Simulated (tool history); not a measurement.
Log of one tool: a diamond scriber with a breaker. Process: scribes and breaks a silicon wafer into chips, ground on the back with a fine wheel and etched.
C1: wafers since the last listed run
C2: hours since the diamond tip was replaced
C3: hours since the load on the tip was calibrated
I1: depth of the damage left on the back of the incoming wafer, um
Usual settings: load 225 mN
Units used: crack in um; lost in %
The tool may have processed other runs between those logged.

Run 1, hour 0: usual settings; C1 0; C2 919; C3 634.7; I1 0.6. Result: crack 7.91 um, lost 2.55 %.
Run 2, hour 11.8: usual settings; C1 18; C2 930.8; C3 646.5; I1 0.44. Result: crack 7.94 um, lost 2.41 %.
Run 3, hour 24.6: usual settings; C1 19; C2 943.6; C3 659.3; I1 0.4. Result: crack 8.03 um, lost 2.43 %.
Run 4, hour 41.9: usual settings; C1 27; C2 960.9; C3 676.6; I1 0.64. Result: crack 7.88 um, lost 2.72 %.
Run 5, hour 59.4: usual settings but load 248 mN; C1 27; C2 978.4; C3 694.1; I1 0.51. Result: crack 8.58 um, lost 6.42 %.
Run 6, hour 101.9: usual settings but load 248 mN; C1 66; C2 1020.9; C3 736.6; I1 0.59. Result: crack 8.82 um, lost 7.54 %.
Run 7, hour 114.1: usual settings but load 242 mN; C1 19; C2 1033.1; C3 748.8; I1 0.41. Result: crack 8.78 um, lost 6.16 %.
At hour 118.6: load on the tip recalibrated.
Run 8, hour 121.9: usual settings but load 242 mN; C1 9; C2 1040.9; C3 3.3; I1 0.57. Result: crack 7.83 um, lost 2.17 %.
Run 9, hour 133.1: usual settings; C1 17; C2 1052.1; C3 14.5; I1 0.76. Result: crack 7.45 um, lost 1.47 %.
At hour 137: diamond tip replaced by a new one, of another model than before.
Run 10, hour 151.1: usual settings; C1 24; C2 14.1; C3 32.5; I1 0.69. Result: crack 7.56 um, lost 1.54 %.
Run 11, hour 159.4: usual settings; C1 12; C2 22.4; C3 40.8; I1 0.3. Result: crack 7.39 um, lost 1.33 %.
Run 12, hour 177.1: usual settings but load 173 mN; C1 27; C2 40.1; C3 58.5; I1 0.31. Result: crack 5.43 um, lost 21.89 %.
Run 13, hour 194.6: usual settings; C1 27; C2 57.6; C3 76; I1 0.34. Result: crack 7.32 um, lost 1.35 %.
Run 14, hour 205.2: usual settings but load 201 mN; C1 16; C2 68.2; C3 86.6; I1 0.62. Result: crack 6.6 um, lost 5.28 %.
Run 15, hour 213.6: usual settings but load 188 mN; C1 13; C2 76.6; C3 95; I1 0.78. Result: crack 6.08 um, lost 13.1 %.
Run 16, hour 220: usual settings; C1 9; C2 83; C3 101.4; I1 0.58. Result: crack 7.42 um, lost 1.51 %.
Run 17, hour 227.3: usual settings but load 250 mN; C1 11; C2 90.3; C3 108.7; I1 0.79. Result: crack 8.02 um, lost 4.31 %.
Run 18, hour 238.3: usual settings but load 174 mN; C1 17; C2 101.3; C3 119.7; I1 0.74. Result: crack 5.54 um, lost 22.69 %.
Run 19, hour 246.9: usual settings but load 206 mN; C1 13; C2 109.9; C3 128.3; I1 0.4. Result: crack 6.91 um, lost 3.91 %.
Run 20, hour 261.7: usual settings but load 192 mN; C1 23; C2 124.7; C3 143.1; I1 0.32. Result: crack 6.28 um, lost 9.73 %.
Run 21, hour 288.5: usual settings but load 245 mN; C1 41; C2 151.5; C3 169.9; I1 0.67. Result: crack 8.15 um, lost 3.39 %.
Run 22, hour 303.1: usual settings; C1 22; C2 166.1; C3 184.5; I1 0.54. Result: crack 7.41 um, lost 1.52 %.
Run 23, hour 312.8: usual settings; C1 15; C2 175.8; C3 194.2; I1 0.7. Result: crack 7.48 um, lost 1.51 %.
Run 24, hour 330.6: usual settings but load 194 mN; C1 27; C2 193.6; C3 212; I1 0.52. Result: crack 6.25 um, lost 7.22 %.
Run 25, hour 342.9: usual settings but load 288 mN; C1 19; C2 205.9; C3 224.3; I1 0.56. Result: crack 9.69 um, lost 16.5 %.
Run 26, hour 388.5: usual settings but load 205 mN; C1 71; C2 251.5; C3 269.9; I1 0.36. Result: crack 6.79 um, lost 3.37 %.

Consider 3 possible next runs. They are alternatives, not a sequence: every one starts from the tool as it was left by run 26. What does each give?
Run A, hour 389.2: usual settings; C1 1; C2 252.2; C3 270.6; I1 0.59. Result: crack ?, lost ?.
Run B, hour 389.2: usual settings but load 257 mN; C1 1; C2 252.2; C3 270.6; I1 0.59. Result: crack ?, lost ?.
Run C, hour 389.2: usual settings but load 181 mN; C1 1; C2 252.2; C3 270.6; I1 0.59. Result: crack ?, lost ?.

run  crack   lost
  A   7.61   1.39
  B   8.75   6.66
  C   5.89  14.08
Without the tool's hidden state the same runs would have given:
run  crack  lost
  A    7.5  1.35
  B   8.62  5.74
  C   5.81  15.5
